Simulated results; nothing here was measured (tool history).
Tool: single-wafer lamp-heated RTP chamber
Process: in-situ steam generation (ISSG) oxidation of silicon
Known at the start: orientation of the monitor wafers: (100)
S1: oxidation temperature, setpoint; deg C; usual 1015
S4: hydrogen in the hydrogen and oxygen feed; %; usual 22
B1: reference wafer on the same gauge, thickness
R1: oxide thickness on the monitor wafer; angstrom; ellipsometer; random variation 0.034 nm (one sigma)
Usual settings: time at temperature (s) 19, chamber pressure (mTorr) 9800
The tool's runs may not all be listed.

run 1 hour=0.0 | S1=1015 time_at_temperature_(s)=19 chamber_pressure_(mTorr)=9800 S4=22 | B1=6.444 | R1=57.91
-- hour=23.9 hydrogen flow controller replaced
run 2 hour=24.4 | S1=1015 time_at_temperature_(s)=19 chamber_pressure_(mTorr)=9800 S4=22 | B1=6.439 | R1=57.83
run 3 hour=47.9 | S1=1015 time_at_temperature_(s)=19 chamber_pressure_(mTorr)=9800 S4=22 | B1=6.464 | R1=58.08
-- hour=108.2 gauge calibrated
-- hour=145.5 pyrometer window cleaned and pyrometer calibrated
run 4 hour=146.0 | S1=1015 time_at_temperature_(s)=19 chamber_pressure_(mTorr)=9800 S4=22 | B1=6.442 | R1=57.28
-- hour=160.1 pressure gauge zeroed
run 5 hour=175.1 | S1=1015 time_at_temperature_(s)=19 chamber_pressure_(mTorr)=9800 S4=22 | B1=6.447 | R1=57.71
run 6 hour=207.7 | S1=1003 time_at_temperature_(s)=19 chamber_pressure_(mTorr)=9800 S4=28 | B1=6.434 | R1=58.24
run 7 hour=220.3 | S1=1003 time_at_temperature_(s)=19 chamber_pressure_(mTorr)=9800 S4=28 | B1=6.464 | R1=57.66
run 8 hour=238.3 | S1=1003 time_at_temperature_(s)=19 chamber_pressure_(mTorr)=9800 S4=28 | B1=6.453 | R1=57.79
run 9 hour=268.0 | S1=1015 time_at_temperature_(s)=21 chamber_pressure_(mTorr)=9800 S4=22 | B1=6.442 | R1=59.99
run 10 hour=299.8 | S1=1015 time_at_temperature_(s)=19 chamber_pressure_(mTorr)=9800 S4=22 | B1=6.449 | R1=58.03
run 11 hour=325.3 | S1=1015 time_at_temperature_(s)=19 chamber_pressure_(mTorr)=9800 S4=22 | B1=6.438 | R1=57.51
run 12 hour=338.3 | S1=1015 time_at_temperature_(s)=15 chamber_pressure_(mTorr)=9800 S4=22 | B1=6.436 | R1=51.28
run 13 hour=371.3 | S1=1015 time_at_temperature_(s)=19 chamber_pressure_(mTorr)=9800 S4=22 | B1=6.447 | R1=57.52
-- hour=396.4 pyrometer window cleaned and pyrometer calibrated
run 14 hour=402.8 | S1=1015 time_at_temperature_(s)=14 chamber_pressure_(mTorr)=9800 S4=12 | B1=6.444 | R1=43.28
run 15 hour=421.1 | S1=1009 time_at_temperature_(s)=19 chamber_pressure_(mTorr)=9200 S4=22 | B1=6.462 | R1=57.36
run 16 hour=441.4 | S1=1015 time_at_temperature_(s)=26 chamber_pressure_(mTorr)=9800 S4=22 | B1=6.434 | R1=67.44
run 17 hour=455.0 | S1=1028 time_at_temperature_(s)=19 chamber_pressure_(mTorr)=9800 S4=17 | B1=6.458 | R1=58.23
run 18 hour=470.4 | S1=1015 time_at_temperature_(s)=19 chamber_pressure_(mTorr)=9800 S4=22 | B1=6.452 | R1=57.40
run 19 hour=506.4 | S1=1015 time_at_temperature_(s)=19 chamber_pressure_(mTorr)=9800 S4=22 | B1=6.451 | R1=58.13
run 20 hour=525.0 | S1=1015 time_at_temperature_(s)=19 chamber_pressure_(mTorr)=9800 S4=22 | B1=6.449 | R1=57.14
run 21 hour=547.8 | S1=1015 time_at_temperature_(s)=19 chamber_pressure_(mTorr)=9800 S4=22 | B1=6.430 | R1=57.75
run 22 hour=566.9 | S1=1015 time_at_temperature_(s)=26 chamber_pressure_(mTorr)=9200 S4=22 | B1=6.438 | R1=67.56
run 23 hour=596.1 | S1=1022 time_at_temperature_(s)=14 chamber_pressure_(mTorr)=9400 S4=29 | B1=6.439 | R1=55.17
-- hour=621.5 pyrometer window cleaned and pyrometer calibrated
run 24 hour=702.4 | S1=1015 time_at_temperature_(s)=19 chamber_pressure_(mTorr)=10200 S4=26 | B1=6.442 | R1=59.09
run 25 hour=735.2 | S1=1015 time_at_temperature_(s)=23 chamber_pressure_(mTorr)=8800 S4=27 | B1=6.450 | R1=67.57
run 26 hour=752.1 | S1=1015 time_at_temperature_(s)=19 chamber_pressure_(mTorr)=9800 S4=30 | B1=6.449 | R1=61.76
run 27 hour=769.7 | S1=1015 time_at_temperature_(s)=26 chamber_pressure_(mTorr)=9800 S4=15 | B1=6.463 | R1=62.51
run 28 hour=792.4 | S1=1031 time_at_temperature_(s)=22 chamber_pressure_(mTorr)=9800 S4=25 | B1=6.468 | R1=69.25
run 29 hour=812.8 | S1=1032 time_at_temperature_(s)=25 chamber_pressure_(mTorr)=8800 S4=29 | B1=6.450 | R1=77.39
run 30 hour=826.0 | S1=1015 time_at_temperature_(s)=22 chamber_pressure_(mTorr)=9800 S4=18 | B1=6.456 | R1=59.29

5 ways to go on from here, each from the tool as it stands after run 30. What would each give?
run A hour=826.4 | S1=1015 time_at_temperature_(s)=19 chamber_pressure_(mTorr)=9800 S4=22 | B1=? | R1=?
run B hour=826.4 | S1=1015 time_at_temperature_(s)=15 chamber_pressure_(mTorr)=8300 S4=22 | B1=? | R1=?
run C hour=826.4 | S1=1000 time_at_temperature_(s)=19 chamber_pressure_(mTorr)=9800 S4=30 | B1=? | R1=?
run D hour=826.4 | S1=1015 time_at_temperature_(s)=19 chamber_pressure_(mTorr)=9800 S4=28 | B1=? | R1=?
run E hour=826.4 | S1=1020 time_at_temperature_(s)=16 chamber_pressure_(mTorr)=9800 S4=15 | B1=? | R1=?

run=A B1=6.470 R1=58.20
run=B B1=6.470 R1=53.10
run=C B1=6.470 R1=58.57
run=D B1=6.470 R1=61.42
run=E B1=6.470 R1=50.40
Without the tool's hidden state the same runs would have given:
run=A R1=58.20
run=B R1=53.10
run=C R1=58.57
run=D R1=61.42
run=E R1=50.40

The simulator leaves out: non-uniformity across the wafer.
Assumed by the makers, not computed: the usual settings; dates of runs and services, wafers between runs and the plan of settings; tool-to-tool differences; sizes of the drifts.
